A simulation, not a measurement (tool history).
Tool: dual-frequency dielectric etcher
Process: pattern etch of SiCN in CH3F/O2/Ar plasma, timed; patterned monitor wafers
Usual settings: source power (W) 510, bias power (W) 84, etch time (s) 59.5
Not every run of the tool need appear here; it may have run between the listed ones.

run,hour,source power (W),bias power (W),etch time (s),wafers since the last listed run,hours since the last wet clean,hours since the last source power generator calibration,hours since the last bias power generator calibration,hours since the last upper electrode change,hours since the gauge calibration,"read-back reference wafer on the same gauge, depth_nm",mean etch depth across the wafer (Å)
1,0.0,510,94,59.5,0,515.3,1618.3,4886.9,2762.5,211.9,25.19,271.2
# hour 15.4: gauge calibrated
2,15.7,510,94,59.5,162,531.0,1634.0,4902.6,2778.2,0.3,25.21,273.0
3,26.6,510,94,59.5,112,541.9,1644.9,4913.5,2789.1,11.2,25.17,270.3
4,44.0,510,84,59.5,180,559.3,1662.3,4930.9,2806.5,28.6,25.15,254.0
5,60.4,510,84,59.5,169,575.7,1678.7,4947.3,2822.9,45.0,25.14,254.4
6,73.9,510,78,59.5,139,589.2,1692.2,4960.8,2836.4,58.5,25.18,243.6
# hour 106.9: wet clean of the chamber
7,107.4,510,78,59.5,98,0.5,1725.7,4994.3,2869.9,92.0,25.14,259.6
8,107.8,510,84,59.5,4,0.9,1726.1,4994.7,2870.3,92.4,25.21,268.9
9,115.0,510,84,59.5,74,8.1,1733.3,5001.9,2877.5,99.6,25.18,270.1
# hour 143.3: upper electrode replaced, of another model than before
10,143.8,510,84,59.5,49,36.9,1762.1,5030.7,0.5,128.4,25.24,269.7
11,144.2,510,84,64.5,4,37.3,1762.5,5031.1,0.9,128.8,25.21,291.6
12,145.4,390,84,59.5,12,38.5,1763.7,5032.3,2.1,130.0,25.18,231.0
13,153.2,380,84,59.5,80,46.3,1771.5,5040.1,9.9,137.8,25.20,227.9
14,161.3,410,84,59.5,83,54.4,1779.6,5048.2,18.0,145.9,25.19,238.7
# hour 165.5: source power generator calibrated
15,177.3,510,84,59.5,124,70.4,11.8,5064.2,34.0,161.9,25.21,266.5
16,195.2,510,94,59.5,185,88.3,29.7,5082.1,51.9,179.8,25.21,291.9
17,206.8,510,73,59.5,120,99.9,41.3,5093.7,63.5,191.4,25.23,237.3
# hour 214.5: bias power generator calibrated
18,222.3,510,71,64.0,119,115.4,56.8,7.8,79.0,206.9,25.25,247.6
# hour 236.3: gauge calibrated
19,274.3,510,84,59.5,538,167.4,108.8,59.8,131.0,38.0,25.22,264.9
20,286.4,510,84,59.5,125,179.5,120.9,71.9,143.1,50.1,25.16,266.6
21,297.1,510,71,74.5,110,190.2,131.6,82.6,153.8,60.8,25.23,286.1
22,313.0,570,73,59.5,164,206.1,147.5,98.5,169.7,76.7,25.17,247.0

Forecast each of these 5 alternatives for the next run:
A,313.4,510,84,59.5,4,206.5,147.9,98.9,170.1,77.1,?,?
B,313.4,610,70,77.0,4,206.5,147.9,98.9,170.1,77.1,?,?
C,313.4,560,92,59.5,4,206.5,147.9,98.9,170.1,77.1,?,?
D,313.4,510,95,59.5,4,206.5,147.9,98.9,170.1,77.1,?,?
E,313.4,480,84,49.0,4,206.5,147.9,98.9,170.1,77.1,?,?

run,"read-back reference wafer on the same gauge, depth_nm",mean etch depth across the wafer (Å)
A,25.23,265.5
B,25.23,319.1
C,25.23,299.3
D,25.23,292.8
E,25.23,211.9
With the hidden condition removed and each run's random variation left untouched, the same runs would have given:
run,mean etch depth across the wafer (Å)
A,270.8
B,325.6
C,305.3
D,298.7
E,216.1
